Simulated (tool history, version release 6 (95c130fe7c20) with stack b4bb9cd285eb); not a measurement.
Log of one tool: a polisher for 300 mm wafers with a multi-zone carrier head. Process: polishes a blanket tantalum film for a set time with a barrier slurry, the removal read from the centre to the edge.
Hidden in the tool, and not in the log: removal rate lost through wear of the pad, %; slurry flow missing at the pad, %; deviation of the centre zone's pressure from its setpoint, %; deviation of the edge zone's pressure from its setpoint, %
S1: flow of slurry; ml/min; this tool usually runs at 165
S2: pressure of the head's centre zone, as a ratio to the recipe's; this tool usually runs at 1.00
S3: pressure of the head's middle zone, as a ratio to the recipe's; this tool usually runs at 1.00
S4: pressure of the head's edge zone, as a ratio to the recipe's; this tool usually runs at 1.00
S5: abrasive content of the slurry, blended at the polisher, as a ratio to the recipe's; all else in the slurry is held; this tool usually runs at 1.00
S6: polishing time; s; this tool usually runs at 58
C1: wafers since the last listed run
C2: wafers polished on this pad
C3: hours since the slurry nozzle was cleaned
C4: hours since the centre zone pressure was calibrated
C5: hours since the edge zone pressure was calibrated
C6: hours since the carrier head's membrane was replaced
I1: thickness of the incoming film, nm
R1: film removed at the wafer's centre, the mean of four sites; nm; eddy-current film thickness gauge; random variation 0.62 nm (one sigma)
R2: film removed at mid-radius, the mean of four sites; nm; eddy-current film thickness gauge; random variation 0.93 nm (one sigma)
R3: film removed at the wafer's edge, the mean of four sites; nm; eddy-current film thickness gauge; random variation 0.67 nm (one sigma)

run,hour,S1,S2,S3,S4,S5,S6,C1,C2,C3,C4,C5,C6,I1,R1,R2,R3
1,0.0,165,1.00,1.00,1.00,1.00,58,0,2022,254.4,119.6,153.1,235.6,348.1,75.2,74.9,74.2
2,23.8,165,1.00,1.00,1.00,1.00,58,299,2321,278.2,143.4,176.9,259.4,349.5,75.2,73.8,74.0
3,57.2,130,1.00,1.09,0.92,0.75,58,420,2742,311.6,176.8,210.3,292.8,351.7,65.4,72.0,62.9
4,74.4,165,1.10,1.00,1.10,1.00,58,216,2959,328.8,194.0,227.5,310.0,349.7,81.4,74.0,76.9
# hour 91.4: worn pad replaced by a new one
5,100.5,220,1.00,1.00,1.09,1.00,52,278,114,354.9,220.1,253.6,336.1,351.8,72.4,70.9,73.7
6,114.8,165,1.00,1.00,1.00,1.00,58,180,295,369.2,234.4,267.9,350.4,348.2,76.6,75.9,75.8
7,157.4,165,0.93,1.05,1.00,1.00,58,536,831,411.8,277.0,310.5,393.0,346.0,71.5,79.3,77.3
8,192.0,205,1.00,1.00,1.00,1.00,58,435,1267,446.4,311.6,345.1,427.6,346.5,78.1,79.1,78.0
9,291.1,130,1.00,1.00,1.00,0.85,58,1248,2516,545.5,410.7,444.2,526.7,348.2,67.4,68.1,68.5
10,324.9,185,1.00,0.92,1.00,1.00,77,425,2942,579.3,444.5,478.0,560.5,352.4,100.2,91.3,97.6
11,340.1,105,1.00,1.00,1.05,1.00,78,191,3133,594.5,459.7,493.2,575.7,347.2,86.7,87.5,92.7
12,365.3,165,1.00,1.00,1.00,1.00,58,317,3451,619.7,484.9,518.4,600.9,352.1,71.8,72.5,71.7
# hour 386.4: worn pad replaced by a new one
13,411.7,165,1.00,0.95,1.00,1.00,58,534,318,666.1,531.3,564.8,647.3,354.4,76.0,73.6,76.3
14,444.8,115,1.00,1.00,1.00,1.25,58,417,735,699.2,564.4,597.9,680.4,350.0,73.3,73.2,76.0
15,478.8,165,1.00,1.00,1.00,1.00,58,428,1164,733.2,598.4,631.9,714.4,353.9,77.0,77.5,75.9
16,506.1,165,1.00,0.94,1.00,1.00,58,343,1507,760.5,625.7,659.2,741.7,343.0,75.4,72.8,75.7
17,534.0,165,1.00,1.00,1.00,1.00,58,351,1859,788.4,653.6,687.1,769.6,349.7,75.1,76.8,75.4
18,564.8,165,1.00,1.00,1.00,0.80,58,388,2247,819.2,684.4,717.9,800.4,352.5,70.9,69.5,69.8
19,581.8,165,1.00,0.96,1.00,1.00,58,214,2461,836.2,701.4,734.9,817.4,349.2,74.2,73.3,75.0
20,614.0,165,1.00,1.00,1.00,0.85,58,405,2867,868.4,733.6,767.1,849.6,344.1,71.1,70.5,70.8
21,645.2,165,1.00,1.00,1.00,1.00,58,393,3260,899.6,764.8,798.3,880.8,348.3,72.4,73.6,72.9
22,672.8,165,0.90,1.00,0.90,1.25,66,347,3608,927.2,792.4,825.9,908.4,353.0,76.6,86.9,81.3

Consider 4 possible next runs. They are alternatives, not a sequence: every one starts from the tool as it was left by run 22. What does each give?
A,673.2,165,1.00,1.00,1.00,1.15,58,5,3613,927.6,792.8,826.3,908.8,355.8,?,?,?
B,673.2,165,1.06,1.00,1.00,1.20,58,5,3613,927.6,792.8,826.3,908.8,355.8,?,?,?
C,673.2,165,1.00,0.95,1.00,1.20,58,5,3613,927.6,792.8,826.3,908.8,355.8,?,?,?
D,673.2,200,1.10,0.95,1.00,1.00,58,5,3613,927.6,792.8,826.3,908.8,355.8,?,?,?

run,R1,R2,R3
A,74.3,75.5,74.3
B,79.6,76.2,75.1
C,75.0,73.2,75.1
D,82.0,72.4,73.7
With no hidden state in the tool, these same runs would have given:
run,R1,R2,R3
A,79.4,80.7,79.4
B,85.0,81.4,80.2
C,80.1,78.2,80.2
D,87.6,77.3,78.7

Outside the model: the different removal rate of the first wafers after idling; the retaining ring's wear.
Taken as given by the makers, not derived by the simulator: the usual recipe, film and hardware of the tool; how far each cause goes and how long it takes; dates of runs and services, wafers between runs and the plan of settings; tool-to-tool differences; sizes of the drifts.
